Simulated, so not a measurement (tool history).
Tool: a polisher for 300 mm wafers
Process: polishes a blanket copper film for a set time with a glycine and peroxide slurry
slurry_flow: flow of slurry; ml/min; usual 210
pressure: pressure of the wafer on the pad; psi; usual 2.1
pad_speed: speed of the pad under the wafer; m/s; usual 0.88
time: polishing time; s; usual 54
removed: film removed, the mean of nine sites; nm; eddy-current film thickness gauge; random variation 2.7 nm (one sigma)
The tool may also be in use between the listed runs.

run	hour	slurry_flow	pressure	pad_speed	time	wafers since the last listed run	wafers polished on this pad	hours since the slurry nozzle was cleaned	hours since the head pressure was calibrated	incoming thickness of the incoming film, nm	removed
1	0	210	2.6	0.88	54	0	4198	262	661.5	1169.7	286.2
2	31.3	210	2.3	1.1	54	419	4618	293.3	692.8	1177.2	310.6
# hour 72.7: head pressure recalibrated
3	103.2	210	2.3	1.1	54	937	5555	365.2	30.5	1177.6	297.4
4	130.2	210	2.3	1.1	54	362	5918	392.2	57.5	1186.7	305
# hour 138: worn pad replaced by a new one
5	187	160	2.1	0.88	50	708	657	449	114.3	1186	213.8
# hour 222.9: slurry nozzle cleaned
6	252.9	160	2.1	0.88	50	870	1527	30	180.2	1176.8	219.5
7	297.6	160	2.1	0.88	50	599	2126	74.7	224.9	1189.8	214.4
8	333.6	210	2.1	0.88	54	482	2609	110.7	260.9	1160.3	243
9	403.5	210	2.4	0.88	54	937	3546	180.6	330.8	1154.3	267.5
10	450.3	210	1.8	0.88	40	627	4174	227.4	377.6	1188.5	161.6
11	490.7	165	1.7	0.88	54	541	4716	267.8	418	1152.7	201.9
12	559.3	210	2.1	0.88	35	919	5636	336.4	486.6	1167.6	154.2
13	591.2	250	2.1	0.88	44	427	6063	368.3	518.5	1157.4	203.9
# hour 600.7: worn pad replaced by a new one
14	658.8	185	2.1	0.66	38	852	778	435.9	586.1	1166.1	139.6
15	719	210	2.7	0.88	54	807	1585	496.1	646.3	1172.9	297.6
# hour 744.7: slurry nozzle cleaned
16	745.5	135	1.5	0.88	54	341	1927	0.8	672.8	1154.6	177.7
17	797.7	230	2.5	0.76	41	699	2627	53	725	1180.5	191.1
# hour 831: head pressure recalibrated
18	867.2	210	2.1	0.88	54	905	3533	122.5	36.2	1158.2	245.2
19	934.7	210	2.1	0.88	54	905	4438	190	103.7	1165	245.8
20	1001.4	250	2.1	0.88	54	894	5332	256.7	170.4	1153.4	243.3
21	1037.8	210	2.1	0.88	54	488	5820	293.1	206.8	1166.3	243.3
# hour 1062.3: worn pad replaced by a new one
22	1108.1	210	2.1	0.88	54	889	613	363.4	277.1	1145.7	246.2
23	1164.8	210	2.1	0.74	54	760	1374	420.1	333.8	1157.4	217.4
24	1226.4	210	2.1	0.64	73	826	2200	481.7	395.4	1161.9	273.6
# hour 1265.5: slurry nozzle cleaned
25	1297.4	210	1.8	0.88	54	938	3138	31.9	466.4	1192.4	213.4
26	1350	150	1.5	1.14	65	705	3844	84.5	519	1184.8	262.1
27	1414.2	210	1.8	0.58	54	860	4705	148.7	583.2	1177.3	169.2
28	1476.1	210	2.1	0.88	54	830	5535	210.6	645.1	1178.8	240.2
29	1510	210	2.1	0.88	54	454	5989	244.5	679	1161.6	244
# hour 1559.3: head pressure recalibrated
30	1571.7	210	2.1	0.88	71	800	6790	306.2	12.4	1155.4	319.8
31	1624	155	2.7	0.8	54	701	7491	358.5	64.7	1145.9	265.1
# hour 1644.8: worn pad replaced by a new one
32	1657.8	210	1.4	0.88	59	399	174	392.3	98.5	1180.6	199.5
33	1728.2	170	2.4	0.8	61	944	1118	462.7	168.9	1176.6	274.9
# hour 1773.7: slurry nozzle cleaned
34	1778.1	210	1.4	0.88	54	655	1774	4.4	218.8	1195.9	182.4
35	1842.5	210	2.1	0.88	67	863	2637	68.8	283.2	1154.2	305.2
36	1900.5	275	2.1	0.88	35	777	3415	126.8	341.2	1161.3	163.3

5 ways to go on from here, each from the tool as it stands after run 36. What would each give?
A	1900.9	210	2.1	0.88	39	5	3421	127.2	341.6	1160.9	?
B	1900.9	245	2.1	1.06	54	5	3421	127.2	341.6	1160.9	?
C	1900.9	165	2.1	0.96	54	5	3421	127.2	341.6	1160.9	?
D	1900.9	210	2.1	0.98	54	5	3421	127.2	341.6	1160.9	?
E	1900.9	210	2.1	0.78	36	5	3421	127.2	341.6	1160.9	?

run	removed
A	179.7
B	287.1
C	255.7
D	267.4
E	153.5
Without the tool's hidden state the same runs would have given:
run	removed
A	179.7
B	287.1
C	255.7
D	267.4
E	153.5
